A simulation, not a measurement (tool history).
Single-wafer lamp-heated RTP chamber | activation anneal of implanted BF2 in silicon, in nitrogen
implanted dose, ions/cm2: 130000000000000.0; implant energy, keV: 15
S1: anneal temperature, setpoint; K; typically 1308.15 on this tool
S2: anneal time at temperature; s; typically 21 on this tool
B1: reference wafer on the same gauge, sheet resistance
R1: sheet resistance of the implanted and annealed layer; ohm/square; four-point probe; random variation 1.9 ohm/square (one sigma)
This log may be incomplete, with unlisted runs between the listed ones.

run 1 hour=0 | S1=1308.15 S2=21 | B1=840.31 | R1=805.69
run 2 hour=20.4 | S1=1308.15 S2=25 | B1=840.42 | R1=801.51
run 3 hour=37.5 | S1=1308.15 S2=21 | B1=841.21 | R1=806.46
run 4 hour=52.7 | S1=1308.15 S2=21 | B1=841.79 | R1=807.92
-- hour=66.5 gauge calibrated
run 5 hour=83.1 | S1=1308.15 S2=21 | B1=832.95 | R1=800.23
run 6 hour=131.4 | S1=1308.15 S2=21 | B1=834.41 | R1=800.27
run 7 hour=146.7 | S1=1308.15 S2=21 | B1=834.4 | R1=800.64
run 8 hour=177.9 | S1=1291.15 S2=21 | B1=836.37 | R1=806.65
run 9 hour=202.6 | S1=1327.15 S2=26 | B1=836.5 | R1=787.66
run 10 hour=216.3 | S1=1327.15 S2=26 | B1=837.01 | R1=785.84
run 11 hour=238.8 | S1=1327.15 S2=26 | B1=837.73 | R1=790.75
run 12 hour=265.6 | S1=1336.15 S2=15 | B1=838.37 | R1=798.5
-- hour=277.1 reflector plate cleaned
run 13 hour=282.2 | S1=1308.15 S2=21 | B1=839.6 | R1=804.94
run 14 hour=310 | S1=1291.15 S2=21 | B1=840.81 | R1=810.97
-- hour=339.8 pyrometer window cleaned and pyrometer calibrated
run 15 hour=340.3 | S1=1320.15 S2=17 | B1=840.76 | R1=806.02
run 16 hour=357.7 | S1=1284.15 S2=28 | B1=841.6 | R1=812.24
run 17 hour=393.6 | S1=1308.15 S2=18 | B1=843.39 | R1=811.49
-- hour=399.7 gauge calibrated
run 18 hour=409.4 | S1=1329.15 S2=31 | B1=833.74 | R1=780.38
run 19 hour=429.9 | S1=1321.15 S2=32 | B1=834.89 | R1=779.48
run 20 hour=533.8 | S1=1308.15 S2=33 | B1=838.34 | R1=792.76
run 21 hour=562.2 | S1=1291.15 S2=21 | B1=838.44 | R1=809.39
run 22 hour=581.8 | S1=1308.15 S2=21 | B1=839.44 | R1=804.44

Here are 3 independent what-if runs from the current tool condition. What would each one return?
run A hour=582.2 | S1=1308.15 S2=21 | B1=? | R1=?
run B hour=582.2 | S1=1308.15 S2=15 | B1=? | R1=?
run C hour=582.2 | S1=1329.15 S2=11 | B1=? | R1=?

run=A B1=839.63 R1=807.71
run=B B1=839.63 R1=814.64
run=C B1=839.63 R1=813.36
Take away the tool's hidden state, keep each run's random variation, and the runs would have read:
run=A R1=800.25
run=B R1=807.12
run=C R1=805.85
